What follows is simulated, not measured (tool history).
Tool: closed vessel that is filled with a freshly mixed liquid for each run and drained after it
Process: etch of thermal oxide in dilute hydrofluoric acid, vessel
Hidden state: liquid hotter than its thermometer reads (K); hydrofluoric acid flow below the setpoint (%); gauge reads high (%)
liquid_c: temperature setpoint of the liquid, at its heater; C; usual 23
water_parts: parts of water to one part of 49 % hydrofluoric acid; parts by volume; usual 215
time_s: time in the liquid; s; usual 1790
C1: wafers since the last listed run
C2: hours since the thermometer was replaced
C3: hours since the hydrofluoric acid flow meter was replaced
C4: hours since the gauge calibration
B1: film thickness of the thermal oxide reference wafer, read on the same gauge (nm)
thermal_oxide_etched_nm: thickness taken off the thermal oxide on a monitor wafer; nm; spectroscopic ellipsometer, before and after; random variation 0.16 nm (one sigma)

run 1 day=0 | liquid_c=23 water_parts=215 time_s=1790 | C1=0 C2=667.1 C3=914.5 C4=696.2 | B1=99.98 | thermal_oxide_etched_nm=33.81
run 2 day=2.558 | liquid_c=23 water_parts=215 time_s=1790 | C1=3022 C2=728.5 C3=975.9 C4=757.6 | B1=100 | thermal_oxide_etched_nm=33.9
run 3 day=4.162 | liquid_c=23 water_parts=215 time_s=1790 | C1=1895 C2=767 C3=1014.4 C4=796.1 | B1=99.99 | thermal_oxide_etched_nm=33.62
run 4 day=6.517 | liquid_c=22 water_parts=215 time_s=1790 | C1=2781 C2=823.5 C3=1070.9 C4=852.6 | B1=99.98 | thermal_oxide_etched_nm=32.84
run 5 day=8.788 | liquid_c=23 water_parts=215 time_s=1790 | C1=2682 C2=878 C3=1125.4 C4=907.1 | B1=100.01 | thermal_oxide_etched_nm=34.14
run 6 day=10.429 | liquid_c=23 water_parts=215 time_s=1790 | C1=1939 C2=917.4 C3=1164.8 C4=946.5 | B1=100.05 | thermal_oxide_etched_nm=33.84
-- day=12.317 gauge calibrated
run 7 day=13.183 | liquid_c=23 water_parts=215 time_s=1790 | C1=3253 C2=983.5 C3=1230.9 C4=20.8 | B1=99.99 | thermal_oxide_etched_nm=33.63
run 8 day=16.171 | liquid_c=23 water_parts=215 time_s=1790 | C1=3529 C2=1055.2 C3=1302.6 C4=92.5 | B1=100.02 | thermal_oxide_etched_nm=34
-- day=17.9 thermometer replaced
run 9 day=18.442 | liquid_c=23 water_parts=215 time_s=1790 | C1=2633 C2=13 C3=1357.1 C4=147 | B1=99.93 | thermal_oxide_etched_nm=33.96
run 10 day=22.788 | liquid_c=23 water_parts=215 time_s=940 | C1=5133 C2=117.3 C3=1461.4 C4=251.3 | B1=99.99 | thermal_oxide_etched_nm=17.8

Forecast run 11:
run 11 day=25.479 | liquid_c=21.5 water_parts=300 time_s=1010 | C1=3179 C2=181.9 C3=1526 C4=315.9 | B1=? | thermal_oxide_etched_nm=?

Run 11 gave B1 99.98, thermal_oxide_etched_nm 11.91 nm.
Without the tool's hidden state the same run would have given thermal_oxide_etched_nm 11.91 nm.

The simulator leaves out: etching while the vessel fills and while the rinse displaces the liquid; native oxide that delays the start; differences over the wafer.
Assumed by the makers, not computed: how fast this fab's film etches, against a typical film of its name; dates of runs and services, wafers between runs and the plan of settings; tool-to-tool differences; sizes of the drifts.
